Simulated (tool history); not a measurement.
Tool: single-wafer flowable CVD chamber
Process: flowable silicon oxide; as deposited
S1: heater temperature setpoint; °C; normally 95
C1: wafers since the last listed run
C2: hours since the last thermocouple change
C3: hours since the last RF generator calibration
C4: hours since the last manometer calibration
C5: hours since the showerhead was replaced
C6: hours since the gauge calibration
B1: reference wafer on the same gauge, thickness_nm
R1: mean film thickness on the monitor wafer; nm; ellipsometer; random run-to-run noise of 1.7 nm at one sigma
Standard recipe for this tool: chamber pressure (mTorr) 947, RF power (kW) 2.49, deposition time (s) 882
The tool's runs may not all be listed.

run 1 hour=0 | S1=99 chamber_pressure_(mTorr)=947 RF_power_(kW)=2.49 deposition_time_(s)=882 | C1=0 C2=722.1 C3=828.4 C4=1329.4 C5=2036.8 C6=447.9 | B1=804.943 | R1=709.778
run 2 hour=35.3 | S1=99 chamber_pressure_(mTorr)=947 RF_power_(kW)=2.49 deposition_time_(s)=882 | C1=59 C2=757.4 C3=863.7 C4=1364.7 C5=2072.1 C6=483.2 | B1=805.19 | R1=711.915
run 3 hour=89.6 | S1=99 chamber_pressure_(mTorr)=947 RF_power_(kW)=2.49 deposition_time_(s)=882 | C1=91 C2=811.7 C3=918 C4=1419 C5=2126.4 C6=537.5 | B1=805.054 | R1=711.369
run 4 hour=131.2 | S1=95 chamber_pressure_(mTorr)=947 RF_power_(kW)=2.49 deposition_time_(s)=882 | C1=70 C2=853.3 C3=959.6 C4=1460.6 C5=2168 C6=579.1 | B1=804.402 | R1=825.902
run 5 hour=198.6 | S1=95 chamber_pressure_(mTorr)=947 RF_power_(kW)=2.49 deposition_time_(s)=882 | C1=113 C2=920.7 C3=1027 C4=1528 C5=2235.4 C6=646.5 | B1=804.708 | R1=824.245
run 6 hour=233.1 | S1=95 chamber_pressure_(mTorr)=947 RF_power_(kW)=2.49 deposition_time_(s)=882 | C1=58 C2=955.2 C3=1061.5 C4=1562.5 C5=2269.9 C6=681 | B1=805.012 | R1=825.788
run 7 hour=271.7 | S1=95 chamber_pressure_(mTorr)=899 RF_power_(kW)=2.49 deposition_time_(s)=882 | C1=65 C2=993.8 C3=1100.1 C4=1601.1 C5=2308.5 C6=719.6 | B1=804.799 | R1=783.32
run 8 hour=310.2 | S1=95 chamber_pressure_(mTorr)=899 RF_power_(kW)=2.49 deposition_time_(s)=882 | C1=64 C2=1032.3 C3=1138.6 C4=1639.6 C5=2347 C6=758.1 | B1=805.155 | R1=780.806
run 9 hour=335.2 | S1=95 chamber_pressure_(mTorr)=789 RF_power_(kW)=2.49 deposition_time_(s)=882 | C1=42 C2=1057.3 C3=1163.6 C4=1664.6 C5=2372 C6=783.1 | B1=804.764 | R1=683.814
run 10 hour=396.2 | S1=95 chamber_pressure_(mTorr)=789 RF_power_(kW)=2.49 deposition_time_(s)=882 | C1=102 C2=1118.3 C3=1224.6 C4=1725.6 C5=2433 C6=844.1 | B1=805.008 | R1=683.677
run 11 hour=425.7 | S1=95 chamber_pressure_(mTorr)=947 RF_power_(kW)=2.49 deposition_time_(s)=882 | C1=49 C2=1147.8 C3=1254.1 C4=1755.1 C5=2462.5 C6=873.6 | B1=804.832 | R1=823.059
run 12 hour=484.3 | S1=95 chamber_pressure_(mTorr)=947 RF_power_(kW)=2.49 deposition_time_(s)=882 | C1=98 C2=1206.4 C3=1312.7 C4=1813.7 C5=2521.1 C6=932.2 | B1=805.046 | R1=820.522
-- hour=519.1 RF generator calibrated
run 13 hour=534 | S1=95 chamber_pressure_(mTorr)=947 RF_power_(kW)=2.49 deposition_time_(s)=882 | C1=70 C2=1256.1 C3=14.9 C4=1863.4 C5=2570.8 C6=981.9 | B1=805.086 | R1=828.46
run 14 hour=577.9 | S1=95 chamber_pressure_(mTorr)=777 RF_power_(kW)=2.26 deposition_time_(s)=882 | C1=74 C2=1300 C3=58.8 C4=1907.3 C5=2614.7 C6=1025.8 | B1=804.881 | R1=666.892
-- hour=623.2 capacitance manometer re-zeroed and calibrated
run 15 hour=624.1 | S1=95 chamber_pressure_(mTorr)=947 RF_power_(kW)=2.49 deposition_time_(s)=939 | C1=64 C2=1346.2 C3=105 C4=0.9 C5=2660.9 C6=1072 | B1=805.043 | R1=877.982
run 16 hour=690.7 | S1=95 chamber_pressure_(mTorr)=947 RF_power_(kW)=2.49 deposition_time_(s)=882 | C1=112 C2=1412.8 C3=171.6 C4=67.5 C5=2727.5 C6=1138.6 | B1=805.032 | R1=830.831
run 17 hour=721.3 | S1=84 chamber_pressure_(mTorr)=1130 RF_power_(kW)=2.815 deposition_time_(s)=882 | C1=51 C2=1443.4 C3=202.2 C4=98.1 C5=2758.1 C6=1169.2 | B1=804.709 | R1=1474.695
-- hour=730.5 thermocouple changed; heater temperature recalibrated
-- hour=740.7 showerhead replaced, of another model than before
run 18 hour=752 | S1=95 chamber_pressure_(mTorr)=1096 RF_power_(kW)=2.49 deposition_time_(s)=794 | C1=24 C2=21.5 C3=232.9 C4=128.8 C5=11.3 C6=1199.9 | B1=804.751 | R1=806.041
-- hour=793.5 gauge calibrated
run 19 hour=800.4 | S1=95 chamber_pressure_(mTorr)=838 RF_power_(kW)=2.86 deposition_time_(s)=950 | C1=81 C2=69.9 C3=281.3 C4=177.2 C5=59.7 C6=6.9 | B1=804.682 | R1=849.487
run 20 hour=831.5 | S1=95 chamber_pressure_(mTorr)=947 RF_power_(kW)=2.49 deposition_time_(s)=882 | C1=52 C2=101 C3=312.4 C4=208.3 C5=90.8 C6=38 | B1=804.851 | R1=824.894
run 21 hour=891.2 | S1=95 chamber_pressure_(mTorr)=947 RF_power_(kW)=2.73 deposition_time_(s)=990 | C1=100 C2=160.7 C3=372.1 C4=268 C5=150.5 C6=97.7 | B1=805.13 | R1=936.709
run 22 hour=957.4 | S1=95 chamber_pressure_(mTorr)=947 RF_power_(kW)=2.49 deposition_time_(s)=949 | C1=111 C2=226.9 C3=438.3 C4=334.2 C5=216.7 C6=163.9 | B1=804.615 | R1=890.763
run 23 hour=1018.6 | S1=95 chamber_pressure_(mTorr)=838 RF_power_(kW)=2.705 deposition_time_(s)=735 | C1=103 C2=288.1 C3=499.5 C4=395.4 C5=277.9 C6=225.1 | B1=804.771 | R1=654.08
run 24 hour=1065.5 | S1=95 chamber_pressure_(mTorr)=1094 RF_power_(kW)=2.49 deposition_time_(s)=940 | C1=79 C2=335 C3=546.4 C4=442.3 C5=324.8 C6=272 | B1=804.685 | R1=953.737
run 25 hour=1105.7 | S1=85 chamber_pressure_(mTorr)=1106 RF_power_(kW)=2.135 deposition_time_(s)=882 | C1=67 C2=375.2 C3=586.6 C4=482.5 C5=365 C6=312.2 | B1=804.975 | R1=1275.765
run 26 hour=1199 | S1=95 chamber_pressure_(mTorr)=724 RF_power_(kW)=2.49 deposition_time_(s)=882 | C1=157 C2=468.5 C3=679.9 C4=575.8 C5=458.3 C6=405.5 | B1=804.891 | R1=728.248

Some steps in R1 between neighbouring runs. How much of each would the tool show without its hidden state too (settings, what came in, random variation), and how much is left for the hidden state, with any gauge scatter that isn't in both results?
The hidden state here: wafer temperature above the value expected at the setpoint (K); delivered RF power above the setpoint (%); true pressure above the setpoint (%); gauge reads high (%).
Run 10 -> 11: chamber pressure (mTorr) 789 -> 947. R1 +139.382 nm: hidden state -1.279, all else +140.661.
Run 12 -> 13: RF generator calibrated. R1 +7.938 nm: hidden state +5.69, all else +2.248.
Run 16 -> 17: S1 95 -> 84, chamber pressure (mTorr) 947 -> 1130, RF power (kW) 2.49 -> 2.815. R1 +643.864 nm: hidden state -0.226, all else +644.09.
Run 17 -> 18: S1 84 -> 95, chamber pressure (mTorr) 1130 -> 1096, RF power (kW) 2.815 -> 2.49, deposition time (s) 882 -> 794, thermocouple changed; heater temperature recalibrated, showerhead replaced, of another model than before. R1 -668.654 nm: hidden state +0.749, all else -669.403.
